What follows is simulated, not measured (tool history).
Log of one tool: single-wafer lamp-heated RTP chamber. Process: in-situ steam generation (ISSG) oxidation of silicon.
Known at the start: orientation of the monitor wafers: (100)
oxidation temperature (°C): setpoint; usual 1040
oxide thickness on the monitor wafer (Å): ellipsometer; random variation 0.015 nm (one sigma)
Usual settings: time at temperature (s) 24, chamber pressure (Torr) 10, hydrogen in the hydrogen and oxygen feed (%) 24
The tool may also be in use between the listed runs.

run	hour	oxidation temperature (°C)	time at temperature (s)	chamber pressure (Torr)	hydrogen in the hydrogen and oxygen feed (%)	read-back reference wafer on the same gauge, thickness	oxide thickness on the monitor wafer (Å)
1	0	1040	24	10	30	5.814	70.36
2	53.1	1040	24	10	30	5.805	70.53
3	112.9	1040	24	10	30	5.816	70.45
4	213.7	1040	24	10	24	5.813	67.47
5	257.5	1040	24	10	24	5.816	67.81
# hour 337.6: pyrometer window cleaned and pyrometer calibrated
6	566.4	1040	24	10	24	5.812	68.69
7	660.1	1040	24	10	24	5.813	69.17
# hour 696.3: pressure gauge zeroed
8	703.5	1035	24	10	24	5.808	67.35
# hour 780.7: pyrometer window cleaned and pyrometer calibrated, repeated, since the last time left the tool worse
# hour 781: hydrogen flow controller replaced
9	791	1040	24	10	24	5.811	67.08
10	848.6	1040	24	10	24	5.811	67.11
11	885.9	1040	33	10	15	5.812	72.42
12	927	1047	27	9.1	24	5.81	75.63
13	989.5	1023	32	10.2	30	5.81	74.66
# hour 1030.8: gauge calibrated
14	1084.4	1056	16	10	24	5.808	60.01
# hour 1126.9: pyrometer window cleaned and pyrometer calibrated
15	1127.4	1040	24	10	24	5.81	67.01
16	1440.2	1040	24	10	24	5.812	67.6
# hour 1524.2: pyrometer window cleaned and pyrometer calibrated
17	1524.7	1040	27	10	15	5.811	64.78
18	1613.3	1024	24	9.5	24	5.804	62.41
19	1715	1026	24	9.2	19	5.812	60.39
20	1794.4	1040	19	10.2	32	5.807	63.29

What the log doesn't show, run by run:
true pressure minus gauge reading, Torr: 0 in every run
deviation of the hydrogen flow from its setpoint, %: 0 in every run
gauge reads high (%): 0 in every run
H1: true wafer temperature minus pyrometer reading, K
run	H1
1	0.123
2	0.286
3	0.572
4	1.3
5	1.71
6	4.76
7	5.54
8	5.99
9	0.0617
10	0.13
11	0.228
12	0.385
13	0.721
14	1.46
15	0.0922
16	1.58
17	0.17
18	0.29
19	0.722
20	1.28

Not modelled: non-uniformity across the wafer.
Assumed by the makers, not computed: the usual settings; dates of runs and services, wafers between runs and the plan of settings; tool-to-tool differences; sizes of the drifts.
